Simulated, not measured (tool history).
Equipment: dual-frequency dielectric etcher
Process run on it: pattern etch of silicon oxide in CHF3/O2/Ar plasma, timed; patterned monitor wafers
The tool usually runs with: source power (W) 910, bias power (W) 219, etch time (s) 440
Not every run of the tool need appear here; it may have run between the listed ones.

run	hour	source power (W)	bias power (W)	etch time (s)	wafers since the last listed run	hours since the last wet clean	hours since the last source power generator calibration	hours since the last bias power generator calibration	hours since the last upper electrode change	hours since the gauge calibration	read-back reference wafer on the same gauge, depth_nm	mean etch depth across the wafer (Å)
1	0	910	219	514	0	277.6	1159.4	3369.8	5499.1	864.5	1190	12227
2	94.9	910	219	514	320	372.5	1254.3	3464.7	5594	959.4	1190.5	12174
# hour 162.8: wet clean of the chamber
3	163.3	910	219	440	150	0.5	1322.7	3533.1	5662.4	1027.8	1189.4	10735
4	205.5	910	219	440	142	42.7	1364.9	3575.3	5704.6	1070	1190	10748
5	255.8	910	219	440	169	93	1415.2	3625.6	5754.9	1120.3	1191.3	10678
6	327.7	910	219	440	242	164.9	1487.1	3697.5	5826.8	1192.2	1189.6	10698
7	412.8	910	219	440	287	250	1572.2	3782.6	5911.9	1277.3	1190.6	10600
8	464.5	910	219	440	174	301.7	1623.9	3834.3	5963.6	1329	1190.5	10572
9	550.4	910	219	440	290	387.6	1709.8	3920.2	6049.5	1414.9	1188.1	10541
# hour 643.3: wet clean of the chamber
10	654.4	910	219	440	270	11.1	1813.8	4024.2	6153.5	1518.9	1189.6	10809
11	742	910	219	440	295	98.7	1901.4	4111.8	6241.1	1606.5	1190	10724
# hour 833.1: upper electrode replaced
12	843.6	790	219	545.5	262	200.3	2003	4213.4	10.5	1708.1	1189.9	12616
13	914.6	790	219	545.5	239	271.3	2074	4284.4	81.5	1779.1	1191.9	12540
# hour 937: bias power generator calibrated
# hour 1043.3: wet clean of the chamber
14	1043.8	770	219	440	341	0.5	2203.2	106.8	210.7	1908.3	1190.7	10187
15	1183.6	990	184	311	472	140.3	2343	246.6	350.5	2048.1	1190.1	7398
16	1274.7	720	268	550.5	307	231.4	2434.1	337.7	441.6	2139.2	1190.9	13021
# hour 1314.4: gauge calibrated
17	1348.7	830	266	313	250	305.4	2508.1	411.7	515.6	34.3	1189.8	7713
18	1402.1	1020	190	553	180	358.8	2561.5	465.1	569	87.7	1190	13264
19	1454.7	910	219	440	177	411.4	2614.1	517.7	621.6	140.3	1190.7	10473
# hour 1487.4: wet clean of the chamber
20	1521.1	910	219	440	143	33.7	2680.5	584.1	688	206.7	1189.7	10766
# hour 1580.8: source power generator calibrated
21	1589.6	1120	243	440	217	102.2	8.8	652.6	756.5	275.2	1190.2	11603
22	1730	910	219	440	474	242.6	149.2	793	896.9	415.6	1190.1	10441
23	1777.3	910	219	535.5	159	289.9	196.5	840.3	944.2	462.9	1189.8	12646
24	1862.1	910	219	440	286	374.7	281.3	925.1	1029	547.7	1189.5	10381
25	1907.2	910	219	440	152	419.8	326.4	970.2	1074.1	592.8	1191.4	10317
# hour 1936.9: wet clean of the chamber
26	1952.1	1110	189	557	70	15.2	371.3	1015.1	1119	637.7	1190.5	13835
27	1992.1	910	219	405.5	135	55.2	411.3	1055.1	1159	677.7	1190.3	9795
28	2089.3	910	242	440	328	152.4	508.5	1152.3	1256.2	774.9	1190.6	10886

5 options for the next run, each taken on its own from the tool as it stands now. Forecast them:
A	2089.8	910	219	440	1	152.9	509	1152.8	1256.7	775.4	?	?
B	2089.8	1060	219	440	1	152.9	509	1152.8	1256.7	775.4	?	?
C	2089.8	700	259	440	1	152.9	509	1152.8	1256.7	775.4	?	?
D	2089.8	1060	262	497.5	1	152.9	509	1152.8	1256.7	775.4	?	?
E	2089.8	990	190	489.5	1	152.9	509	1152.8	1256.7	775.4	?	?

run	read-back reference wafer on the same gauge, depth_nm	mean etch depth across the wafer (Å)
A	1189.8	10597
B	1189.8	11150
C	1189.8	10233
D	1189.8	13278
E	1189.8	11658
The same runs, with their run-to-run variation unchanged, on a tool lacking any hidden condition would have given:
run	mean etch depth across the wafer (Å)
A	10626
B	11180
C	10262
D	13315
E	11689
